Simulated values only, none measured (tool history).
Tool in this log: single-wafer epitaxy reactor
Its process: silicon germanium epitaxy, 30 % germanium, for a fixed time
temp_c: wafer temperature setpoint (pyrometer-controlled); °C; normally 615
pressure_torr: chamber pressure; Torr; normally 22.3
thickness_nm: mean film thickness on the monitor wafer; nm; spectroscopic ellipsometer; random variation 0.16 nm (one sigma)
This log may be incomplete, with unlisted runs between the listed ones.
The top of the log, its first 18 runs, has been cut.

| run | hour | temp_c | pressure_torr | wafers since the last listed run | hours since the last pyrometer calibration | hours since the last manometer calibration | hours since the showerhead was replaced | hours since the gauge calibration | read-back reference wafer on the same gauge, thickness_nm | thickness_nm |
|---|---|---|---|---|---|---|---|---|---|---|
| 19 | 1547.8 | 608 | 17.7 | 1059 | 1373.8 | 904.5 | 586.8 | 2156.9 | 69.478 | 65.845 |
| 20 | 1626 | 608 | 17.7 | 1070 | 1452 | 982.7 | 665 | 2235.1 | 69.527 | 65.779 |
|  | 1712.6 | capacitance manometer re-zeroed and calibrated |
| 21 | 1713.1 | 609 | 22.3 | 1082 | 1539.1 | 0.5 | 752.1 | 2322.2 | 69.533 | 71.463 |
| 22 | 1742 | 624 | 17.4 | 395 | 1568 | 29.4 | 781 | 2351.1 | 69.497 | 82.566 |
|  | 1801.3 | pyrometer calibrated |
| 23 | 1843.4 | 615 | 22.3 | 1278 | 42.1 | 130.8 | 882.4 | 2452.5 | 69.566 | 80.104 |
|  | 1893.9 | gauge calibrated |
| 24 | 1908.1 | 615 | 25.2 | 885 | 106.8 | 195.5 | 947.1 | 14.2 | 69.487 | 83.715 |
| 25 | 1947.1 | 615 | 22.3 | 533 | 145.8 | 234.5 | 986.1 | 53.2 | 69.492 | 80.273 |
| 26 | 1997.6 | 629 | 16.7 | 691 | 196.3 | 285 | 1036.6 | 103.7 | 69.498 | 89.664 |
| 27 | 2076.6 | 623 | 22.3 | 1081 | 275.3 | 364 | 1115.6 | 182.7 | 69.533 | 90.894 |
| 28 | 2145.1 | 606 | 18 | 937 | 343.8 | 432.5 | 1184.1 | 251.2 | 69.479 | 64.823 |
| 29 | 2240.8 | 610 | 17.9 | 1309 | 439.5 | 528.2 | 1279.8 | 346.9 | 69.525 | 68.76 |
| 30 | 2306.1 | 626 | 22.3 | 893 | 504.8 | 593.5 | 1345.1 | 412.2 | 69.508 | 95.008 |
| 31 | 2390 | 607 | 18.1 | 1148 | 588.7 | 677.4 | 1429 | 496.1 | 69.477 | 65.838 |
| 32 | 2443.4 | 630 | 22.3 | 730 | 642.1 | 730.8 | 1482.4 | 549.5 | 69.511 | 101.11 |
| 33 | 2535 | 615 | 22.3 | 1253 | 733.7 | 822.4 | 1574 | 641.1 | 69.472 | 80.327 |
| 34 | 2635.6 | 624 | 22.3 | 1377 | 834.3 | 923 | 1674.6 | 741.7 | 69.471 | 92.187 |

Forecast each of these 5 alternatives for the next run:
| A | 2636 | 615 | 22.3 | 5 | 834.7 | 923.4 | 1675 | 742.1 | ? | ? |
| B | 2636 | 625 | 23.9 | 5 | 834.7 | 923.4 | 1675 | 742.1 | ? | ? |
| C | 2636 | 615 | 23.8 | 5 | 834.7 | 923.4 | 1675 | 742.1 | ? | ? |
| D | 2636 | 606 | 26.3 | 5 | 834.7 | 923.4 | 1675 | 742.1 | ? | ? |
| E | 2636 | 602 | 27.7 | 5 | 834.7 | 923.4 | 1675 | 742.1 | ? | ? |

| run | read-back reference wafer on the same gauge, thickness_nm | thickness_nm |
|---|---|---|
| A | 69.488 | 80.122 |
| B | 69.488 | 95.82 |
| C | 69.488 | 82.008 |
| D | 69.488 | 73.805 |
| E | 69.488 | 70.569 |
With no hidden state in the tool, these same runs would have given:
| run | thickness_nm |
|---|---|
| A | 79.986 |
| B | 95.626 |
| C | 81.868 |
| D | 73.701 |
| E | 70.479 |

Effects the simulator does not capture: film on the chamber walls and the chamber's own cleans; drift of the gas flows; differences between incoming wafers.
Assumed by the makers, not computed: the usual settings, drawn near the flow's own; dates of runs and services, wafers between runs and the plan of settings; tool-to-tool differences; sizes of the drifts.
